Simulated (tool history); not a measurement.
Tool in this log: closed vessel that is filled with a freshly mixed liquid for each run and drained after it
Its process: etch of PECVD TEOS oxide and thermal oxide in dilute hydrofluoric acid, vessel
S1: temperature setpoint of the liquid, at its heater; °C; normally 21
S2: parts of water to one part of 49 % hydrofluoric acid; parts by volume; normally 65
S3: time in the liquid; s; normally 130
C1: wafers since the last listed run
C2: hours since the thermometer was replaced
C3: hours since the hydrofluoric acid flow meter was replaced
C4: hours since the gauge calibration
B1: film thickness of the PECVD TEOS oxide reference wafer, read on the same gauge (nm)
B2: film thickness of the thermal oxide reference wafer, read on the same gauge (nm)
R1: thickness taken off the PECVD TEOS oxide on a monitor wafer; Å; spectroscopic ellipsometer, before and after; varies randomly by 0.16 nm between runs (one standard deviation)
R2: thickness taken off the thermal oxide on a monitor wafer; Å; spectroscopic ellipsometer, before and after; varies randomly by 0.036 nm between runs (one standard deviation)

run   hour    S1  S2   S3    C1     C2     C3     C4     B1      B2      R1     R2
  1      0    21  65  130     0   26.2  841.1  521.4  60.02  109.98   395.2   82.4
  2   10.6    21  65  130   906   36.8  851.7    532  59.99  109.99   392.1   83.1
  3   24.9    21  65  130  1223   51.1    866  546.3  60.02  109.98   389.4     82
  4     37    21  75  130  1035   63.2  878.1  558.4  59.99  109.97   338.1   70.7
  5   54.7    21  65  130  1514   80.9  895.8  576.1     60  110.01     393   82.5
  6   62.2    21  55   65   641   88.4  903.3  583.6     60  110.01   235.4   49.2
      66.2  -- hydrofluoric acid flow meter replaced
  7  102.8    21  75  190  3387    129   36.6  624.2  60.01  109.98   530.2    110
  8  109.4    21  55  130   564  135.6   43.2  630.8  59.99  110.02   503.8  105.5
  9    120  19.5  45  130   906  146.2   53.8  641.4  59.98  110.02   584.9  121.6
 10  129.4  17.5  40   85   804  155.6   63.2  650.8     60  110.03   394.6     83
 11  145.3  22.5  65  185  1360  171.5   79.1  666.7  59.99  109.98   634.4  132.7
 12  156.2    21  65  130   932  182.4     90  677.6  60.01  110.01   417.5   88.2
 13  162.5  25.5  65  130   538  188.7   96.3  683.9  59.98     110   500.2  105.3
     187.9  -- gauge calibrated
 14  202.3    21  80  130  3405  228.5  136.1   14.4     60  109.97   333.8     70
 15  214.7    17  50   70  1060  240.9  148.5   26.8  60.02     110   250.4     53
 16  239.5    21  65  130  2121  265.7  173.3   51.6  60.01     110   413.6   87.6
 17  267.4  23.5  75  130  2386  293.6  201.2   79.5  60.01  109.99   393.2   83.2
 18  275.7  24.5  65  130   710  301.9  209.5   87.8  59.99  110.03   477.4  100.9
 19  288.4  18.5  65  130  1086  314.6  222.2  100.5  60.01  109.98     372   77.7
 20  294.9  22.5  50  165   556  321.1  228.7    107     60  109.97   744.9  155.5
 21  302.9  25.5  45  200   684  329.1  236.7    115     60  110.04  1137.9  238.9
 22  316.1    19  65  160  1129  342.3  249.9  128.2  60.01  109.97   468.4   98.2
 23    333    17  65  130  1445  359.2  266.8  145.1  59.98  109.98   347.8   73.1
 24  341.1    21  65  170   692  367.3  274.9  153.2  59.99  109.95   541.5  114.2
 25  351.5    21  65  130   889  377.7  285.3  163.6  60.01  110.01   412.3   87.4
 26  368.8    21  65   65  1480    395  302.6  180.9  60.01  109.99     206   43.3

Hidden state or all else? Some run-to-run changes of R1, split into what the settings, what came in and random variation would give without the hidden state, and what is left for the hidden state (with any gauge scatter that isn't in both results):
The hidden state here: liquid colder than its thermometer reads (K); hydrofluoric acid flow below the setpoint (%); gauge reads high (%).
Run 5 -> 6: S2 65 -> 55, S3 130 -> 65. R1 -157.6 Å: hidden state +11.7, all else -169.3.
Run 6 -> 7: S2 55 -> 75, S3 65 -> 190, hydrofluoric acid flow meter replaced. R1 +294.8 Å: hidden state +15.3, all else +279.5.
Run 20 -> 21: S1 22.5 -> 25.5, S2 50 -> 45, S3 165 -> 200. R1 +393 Å: hidden state -7.2, all else +400.2.
Run 21 -> 22: S1 25.5 -> 19, S2 45 -> 65, S3 200 -> 160. R1 -669.5 Å: hidden state +11, all else -680.5.
